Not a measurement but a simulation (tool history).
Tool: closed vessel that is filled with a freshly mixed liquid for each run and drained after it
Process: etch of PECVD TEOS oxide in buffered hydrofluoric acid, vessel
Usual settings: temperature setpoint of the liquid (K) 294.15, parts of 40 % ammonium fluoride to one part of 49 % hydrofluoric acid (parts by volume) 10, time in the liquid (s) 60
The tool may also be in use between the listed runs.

| run | hour | temperature setpoint of the liquid (K) | parts of 40 % ammonium fluoride to one part of 49 % hydrofluoric acid (parts by volume) | time in the liquid (s) | wafers since the last listed run | hours since the thermometer was replaced | hours since the hydrofluoric acid flow meter was replaced | hours since the gauge calibration | read-back film thickness of the PECVD TEOS oxide reference wafer, read on the same gauge (nm) | thickness taken off the PECVD TEOS oxide on a monitor wafer (nm) |
|---|---|---|---|---|---|---|---|---|---|---|
| 1 | 0 | 294.15 | 10 | 60 | 0 | 691.7 | 285.2 | 409 | 49.99 | 82.05 |
| 2 | 55.6 | 294.15 | 10 | 60 | 7583 | 747.3 | 340.8 | 464.6 | 49.98 | 82.81 |
|  | 80.1 | hydrofluoric acid flow meter replaced |
| 3 | 84.4 | 294.15 | 10 | 60 | 3791 | 776.1 | 4.3 | 493.4 | 50.02 | 78.24 |
| 4 | 130.4 | 294.15 | 10 | 60 | 6273 | 822.1 | 50.3 | 539.4 | 50.03 | 79.44 |
| 5 | 163.2 | 294.15 | 10 | 60 | 4473 | 854.9 | 83.1 | 572.2 | 50 | 78.88 |
| 6 | 224.9 | 294.15 | 10 | 60 | 8414 | 916.6 | 144.8 | 633.9 | 50 | 77.64 |
| 7 | 280.4 | 294.15 | 10 | 60 | 7569 | 972.1 | 200.3 | 689.4 | 50.02 | 78.27 |
|  | 282 | thermometer replaced |
| 8 | 340.4 | 294.15 | 10 | 60 | 8046 | 58.4 | 260.3 | 749.4 | 50.02 | 88.1 |
| 9 | 378.2 | 291.65 | 10 | 70 | 5155 | 96.2 | 298.1 | 787.2 | 50.02 | 89.93 |
| 10 | 434.3 | 294.15 | 10 | 60 | 7651 | 152.3 | 354.2 | 843.3 | 50.03 | 88.22 |
|  | 464.1 | hydrofluoric acid flow meter replaced |
| 11 | 494.2 | 299.15 | 14 | 35 | 8033 | 212.2 | 30.1 | 903.2 | 49.97 | 46.98 |
|  | 553.6 | gauge calibrated |
| 12 | 555.4 | 290.15 | 13.5 | 70 | 8346 | 273.4 | 91.3 | 1.8 | 49.99 | 57.6 |
| 13 | 596.6 | 294.15 | 13.5 | 60 | 5619 | 314.6 | 132.5 | 43 | 50.01 | 63.05 |
| 14 | 636.1 | 294.15 | 10 | 60 | 5387 | 354.1 | 172 | 82.5 | 50 | 82.12 |
| 15 | 702.2 | 290.15 | 13.5 | 60 | 9015 | 420.2 | 238.1 | 148.6 | 50.03 | 50.48 |
| 16 | 792.3 | 296.15 | 12 | 40 | 12288 | 510.3 | 328.2 | 238.7 | 49.99 | 52.88 |

The next listed run, before its measurement:
|  | 834.9 | hydrofluoric acid flow meter replaced |
| 17 | 862.7 | 295.65 | 11 | 40 | 9465 | 580.7 | 27.8 | 309.1 | ? | ? |

{"run 17": {"read-back film thickness of the PECVD TEOS oxide reference wafer, read on the same gauge (nm)": 50.02, "thickness taken off the PECVD TEOS oxide on a monitor wafer (nm)": 53.07}}
Without the tool's hidden state the same run would have given thickness taken off the PECVD TEOS oxide on a monitor wafer (nm) 55.97.
